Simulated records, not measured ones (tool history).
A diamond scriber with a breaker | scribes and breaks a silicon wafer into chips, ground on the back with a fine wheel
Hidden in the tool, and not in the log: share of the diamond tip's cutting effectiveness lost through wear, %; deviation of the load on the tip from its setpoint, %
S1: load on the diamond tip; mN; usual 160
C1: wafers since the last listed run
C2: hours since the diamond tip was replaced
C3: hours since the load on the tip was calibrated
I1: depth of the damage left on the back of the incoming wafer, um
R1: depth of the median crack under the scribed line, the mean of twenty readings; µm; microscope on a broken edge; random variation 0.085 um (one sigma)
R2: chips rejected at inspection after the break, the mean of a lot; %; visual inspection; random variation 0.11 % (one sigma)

run,hour,S1,C1,C2,C3,I1,R1,R2
1,0,160,0,581.9,187.2,2.62,8.34,4.13
2,50.8,135,98,632.7,238,2.73,7.45,9.06
3,62.9,135,23,644.8,250.1,1.7,7.32,6.22
4,110.2,135,92,692.1,297.4,1.95,7.29,7.13
5,124.5,160,27,706.4,311.7,2.14,8.1,2.88
6,131.6,160,13,713.5,318.8,1.97,8.01,2.8
7,148.6,136,33,730.5,335.8,2.05,7.28,6.95
8,161.5,136,25,743.4,348.7,2.85,7.31,10.68
9,172.7,160,21,754.6,359.9,1.76,8.14,2.53
10,182.1,160,18,764,369.3,1.88,8.19,2.6
11,190.3,122,15,772.2,377.5,2.03,6.71,11.66
12,198.3,140,15,780.2,385.5,1.98,7.51,6.36
13,204.5,140,12,786.4,391.7,2.88,7.43,9.96
14,222.3,140,34,804.2,409.5,2.01,7.34,5.56
15,228.8,123,12,810.7,416,1.85,6.68,11.26
# hour 254.1: diamond tip replaced by a new one
16,257,123,51,2.9,444.2,1.71,6.76,10.68
17,272.6,123,30,18.5,459.8,2.93,6.78,15.56
18,288.1,172,30,34,475.3,2.14,8.33,2.44
19,296.8,160,16,42.7,484,1.66,8.01,2.44
20,304.5,133,14,50.4,491.7,2.13,7.12,8.93
21,347.2,178,83,93.1,534.4,2.24,8.39,2.53
22,362.4,117,29,108.3,549.6,2.9,6.55,18.62
# hour 372.5: load on the tip recalibrated
23,377.3,134,25,123.2,4.8,2.49,8.73,2.92
24,384.1,207,13,130,11.6,2.7,11.66,12.45
25,397,132,25,142.9,24.5,2.38,8.65,2.73
26,412.1,185,29,158,39.6,2.68,10.74,7.75
27,421.8,183,18,167.7,49.3,2.15,10.46,6.26
28,429.4,188,14,175.3,56.9,2.99,10.81,8.97
29,441.5,174,23,187.4,69,2.3,10.1,5.5
30,454.6,160,25,200.5,82.1,2.95,9.68,4.89
31,462.3,160,14,208.2,89.8,2.48,9.63,3.95
32,477.8,179,30,223.7,105.3,1.86,10.14,5.47
33,486.6,129,17,232.5,114.1,1.55,8.38,1.82
# hour 491.6: load on the tip recalibrated, repeated, since the last time left the tool worse
34,532.6,120,85,278.5,41,1.9,7.12,8.19
35,543.5,125,21,289.4,51.9,2.9,7.26,11.3

The tool's hidden state at each run:
share of the diamond tip's cutting effectiveness lost through wear, %: 0 in every run
H1: deviation of the load on the tip from its setpoint, %
run,H1
1,-7.69
2,-8.71
3,-8.92
4,-9.62
5,-9.81
6,-9.89
7,-10.1
8,-10.2
9,-10.3
10,-10.4
11,-10.5
12,-10.6
13,-10.6
14,-10.8
15,-10.8
16,-11
17,-11.1
18,-11.2
19,-11.3
20,-11.3
21,-11.5
22,-11.6
23,19.4
24,19
25,18.4
26,17.6
27,17.2
28,16.9
29,16.4
30,15.9
31,15.6
32,15
33,14.7
34,-2.53
35,-3.01

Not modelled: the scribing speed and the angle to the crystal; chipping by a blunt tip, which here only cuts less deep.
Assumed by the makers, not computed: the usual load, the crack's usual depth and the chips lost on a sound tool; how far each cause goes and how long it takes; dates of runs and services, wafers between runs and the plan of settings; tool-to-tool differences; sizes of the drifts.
